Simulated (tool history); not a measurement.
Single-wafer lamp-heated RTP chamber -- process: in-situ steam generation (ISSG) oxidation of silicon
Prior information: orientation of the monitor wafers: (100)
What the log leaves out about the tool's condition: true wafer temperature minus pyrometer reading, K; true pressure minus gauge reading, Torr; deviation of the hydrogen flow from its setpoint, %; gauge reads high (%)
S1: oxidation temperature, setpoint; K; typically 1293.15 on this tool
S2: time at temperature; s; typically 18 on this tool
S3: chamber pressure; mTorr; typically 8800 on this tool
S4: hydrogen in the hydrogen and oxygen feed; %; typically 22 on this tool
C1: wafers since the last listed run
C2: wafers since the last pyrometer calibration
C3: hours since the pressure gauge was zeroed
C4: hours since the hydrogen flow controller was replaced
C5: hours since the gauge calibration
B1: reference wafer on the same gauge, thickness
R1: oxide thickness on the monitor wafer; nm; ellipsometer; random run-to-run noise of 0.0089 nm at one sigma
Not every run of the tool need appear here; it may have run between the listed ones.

run 1 hour=0.0 | S1=1293.15 S2=18 S3=8800 S4=22 | C1=0 C2=6933 C3=3798.4 C4=3216.6 C5=37.7 | B1=6.629 | R1=6.043
run 2 hour=17.5 | S1=1293.15 S2=18 S3=8800 S4=22 | C1=196 C2=7130 C3=3815.9 C4=3234.1 C5=55.2 | B1=6.630 | R1=6.051
run 3 hour=31.7 | S1=1293.15 S2=18 S3=8800 S4=22 | C1=159 C2=7289 C3=3830.1 C4=3248.3 C5=69.4 | B1=6.629 | R1=6.063
run 4 hour=46.5 | S1=1293.15 S2=18 S3=9100 S4=22 | C1=166 C2=7456 C3=3844.9 C4=3263.1 C5=84.2 | B1=6.630 | R1=6.019
run 5 hour=55.3 | S1=1293.15 S2=18 S3=9100 S4=22 | C1=98 C2=7554 C3=3853.7 C4=3271.9 C5=93.0 | B1=6.629 | R1=6.016
run 6 hour=66.3 | S1=1293.15 S2=21 S3=8800 S4=22 | C1=123 C2=7678 C3=3864.7 C4=3282.9 C5=104.0 | B1=6.633 | R1=6.515
run 7 hour=80.5 | S1=1293.15 S2=21 S3=8800 S4=22 | C1=159 C2=7838 C3=3878.9 C4=3297.1 C5=118.2 | B1=6.630 | R1=6.537
run 8 hour=97.7 | S1=1293.15 S2=21 S3=8800 S4=22 | C1=193 C2=8031 C3=3896.1 C4=3314.3 C5=135.4 | B1=6.628 | R1=6.524
-- hour=114.2 pressure gauge zeroed
run 9 hour=114.7 | S1=1293.15 S2=18 S3=8800 S4=22 | C1=101 C2=8132 C3=0.5 C4=3331.3 C5=152.4 | B1=6.630 | R1=6.054
-- hour=137.5 pyrometer window cleaned and pyrometer calibrated
run 10 hour=138.0 | S1=1293.15 S2=18 S3=8800 S4=22 | C1=171 C2=5 C3=23.8 C4=3354.6 C5=175.7 | B1=6.629 | R1=5.957
run 11 hour=145.1 | S1=1293.15 S2=18 S3=8800 S4=22 | C1=79 C2=85 C3=30.9 C4=3361.7 C5=182.8 | B1=6.630 | R1=5.974
-- hour=147.2 gauge calibrated
run 12 hour=162.6 | S1=1286.15 S2=14 S3=8300 S4=22 | C1=196 C2=281 C3=48.4 C4=3379.2 C5=15.4 | B1=6.632 | R1=5.170
run 13 hour=176.1 | S1=1286.15 S2=14 S3=8300 S4=22 | C1=151 C2=433 C3=61.9 C4=3392.7 C5=28.9 | B1=6.629 | R1=5.184
run 14 hour=188.0 | S1=1279.15 S2=18 S3=8800 S4=22 | C1=133 C2=567 C3=73.8 C4=3404.6 C5=40.8 | B1=6.631 | R1=5.632
run 15 hour=197.2 | S1=1293.15 S2=18 S3=9700 S4=22 | C1=103 C2=670 C3=83.0 C4=3413.8 C5=50.0 | B1=6.628 | R1=5.901
run 16 hour=209.7 | S1=1293.15 S2=18 S3=8800 S4=22 | C1=140 C2=811 C3=95.5 C4=3426.3 C5=62.5 | B1=6.629 | R1=5.995
-- hour=220.0 hydrogen flow controller replaced
run 17 hour=226.9 | S1=1293.15 S2=18 S3=8800 S4=22 | C1=103 C2=914 C3=112.7 C4=6.9 C5=79.7 | B1=6.630 | R1=5.995
run 18 hour=237.5 | S1=1310.15 S2=21 S3=7600 S4=15 | C1=119 C2=1033 C3=123.3 C4=17.5 C5=90.3 | B1=6.631 | R1=6.474
run 19 hour=285.0 | S1=1302.15 S2=18 S3=8800 S4=17 | C1=533 C2=1567 C3=170.8 C4=65.0 C5=137.8 | B1=6.631 | R1=5.901
run 20 hour=302.3 | S1=1293.15 S2=18 S3=9500 S4=22 | C1=194 C2=1761 C3=188.1 C4=82.3 C5=155.1 | B1=6.628 | R1=5.962
run 21 hour=313.9 | S1=1293.15 S2=18 S3=8800 S4=22 | C1=130 C2=1892 C3=199.7 C4=93.9 C5=166.7 | B1=6.629 | R1=6.015
run 22 hour=321.7 | S1=1293.15 S2=14 S3=9700 S4=22 | C1=87 C2=1979 C3=207.5 C4=101.7 C5=174.5 | B1=6.629 | R1=5.269

What if the next run were any one of these 4? Each begins from the tool's condition after run 22:
run A hour=322.1 | S1=1293.15 S2=18 S3=8800 S4=22 | C1=4 C2=1984 C3=207.9 C4=102.1 C5=174.9 | B1=? | R1=?
run B hour=322.1 | S1=1309.15 S2=18 S3=7700 S4=22 | C1=4 C2=1984 C3=207.9 C4=102.1 C5=174.9 | B1=? | R1=?
run C hour=322.1 | S1=1286.15 S2=16 S3=9800 S4=25 | C1=4 C2=1984 C3=207.9 C4=102.1 C5=174.9 | B1=? | R1=?
run D hour=322.1 | S1=1293.15 S2=18 S3=8800 S4=28 | C1=4 C2=1984 C3=207.9 C4=102.1 C5=174.9 | B1=? | R1=?

run=A B1=6.631 R1=6.010
run=B B1=6.631 R1=6.523
run=C B1=6.631 R1=5.590
run=D B1=6.631 R1=6.368
Take away the tool's hidden state, keep each run's random variation, and the runs would have read:
run=A R1=5.961
run=B R1=6.465
run=C R1=5.548
run=D R1=6.316

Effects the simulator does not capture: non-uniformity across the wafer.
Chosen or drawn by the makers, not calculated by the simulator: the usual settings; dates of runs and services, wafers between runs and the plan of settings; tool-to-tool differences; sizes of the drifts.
